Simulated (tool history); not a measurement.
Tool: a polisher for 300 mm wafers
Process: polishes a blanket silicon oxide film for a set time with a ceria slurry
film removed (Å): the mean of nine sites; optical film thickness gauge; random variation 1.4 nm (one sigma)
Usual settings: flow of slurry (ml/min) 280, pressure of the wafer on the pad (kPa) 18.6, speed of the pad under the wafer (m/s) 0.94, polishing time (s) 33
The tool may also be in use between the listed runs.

run	hour	flow of slurry (ml/min)	pressure of the wafer on the pad (kPa)	speed of the pad under the wafer (m/s)	polishing time (s)	incoming thickness of the incoming film, nm	film removed (Å)
1	0	280	18.6	0.94	39	1433.3	1522
# hour 8.5: slurry nozzle cleaned
2	25.1	280	18.6	0.94	39	1418.1	1565
# hour 41.8: worn pad replaced by a new one
3	60.8	280	18.6	0.94	33	1415.6	1318
4	78.5	280	18.6	0.94	33	1422.1	1334
5	104.9	280	18.6	0.94	33	1455	1306
6	136.9	280	18.6	0.94	33	1415.9	1318
7	162.3	280	18.6	0.94	33	1431.6	1294
# hour 173.7: worn pad replaced by a new one, of another model than before
8	179.2	280	18.6	0.94	33	1435.1	1316
9	195.8	280	18.6	0.94	33	1431.2	1330
10	221.8	280	18.6	0.94	33	1449.8	1290
11	250.5	280	18.6	0.94	33	1444.8	1316
# hour 255.1: head pressure recalibrated
12	265.9	280	18.6	0.94	33	1416.7	1309
13	278.5	250	18.6	0.94	33	1426.5	1298
14	293.8	250	18.6	0.94	33	1433.4	1294
15	326.5	205	18.6	0.94	28	1423.4	1091
# hour 338.8: worn pad replaced by a new one
16	344.6	375	13.1	0.76	33	1437.1	866
17	373.5	370	24.1	0.72	36	1438.5	1347
18	390.1	280	18.6	0.94	33	1454.9	1280
# hour 442: slurry nozzle cleaned
19	474.6	280	18.6	0.94	33	1431	1340
20	494.2	340	18.6	0.94	33	1423.6	1323
# hour 505.5: worn pad replaced by a new one
21	516.4	280	18.6	0.94	33	1435.2	1312
22	536.6	280	18.6	0.94	33	1421.6	1326
23	566.8	280	18.6	1.18	33	1445.9	1667
24	590.6	280	18.6	0.94	33	1425	1340
25	608.8	250	13.1	0.78	40	1428.3	1027
26	635.5	280	24.1	0.94	37	1440.2	1747
# hour 668.2: worn pad replaced by a new one
27	668.7	190	18.6	0.78	33	1430.5	1034
28	697.1	220	22.1	0.94	33	1433.3	1449
29	732.3	215	22.1	0.7	43	1419.4	1380

Hidden state or all else? Some run-to-run changes of film removed (Å), split into what the settings, what came in and random variation would give without the hidden state, and what is left for the hidden state (with any gauge scatter that isn't in both results):
The hidden state here: removal rate lost through wear of the pad, %; slurry flow missing at the pad, %; deviation of the head's pressure from its setpoint, %.
Run 1 -> 2: slurry nozzle cleaned. film removed (Å) +43: hidden state +73, all else -30.
Run 18 -> 19: slurry nozzle cleaned. film removed (Å) +60: hidden state +28, all else +32.
Run 25 -> 26: flow of slurry (ml/min) 250 -> 280, pressure of the wafer on the pad (kPa) 13.1 -> 24.1, speed of the pad under the wafer (m/s) 0.78 -> 0.94, polishing time (s) 40 -> 37. film removed (Å) +720: hidden state -23, all else +743.
Run 26 -> 27: flow of slurry (ml/min) 280 -> 190, pressure of the wafer on the pad (kPa) 24.1 -> 18.6, speed of the pad under the wafer (m/s) 0.94 -> 0.78, polishing time (s) 37 -> 33, worn pad replaced by a new one. film removed (Å) -713: hidden state +13, all else -726.
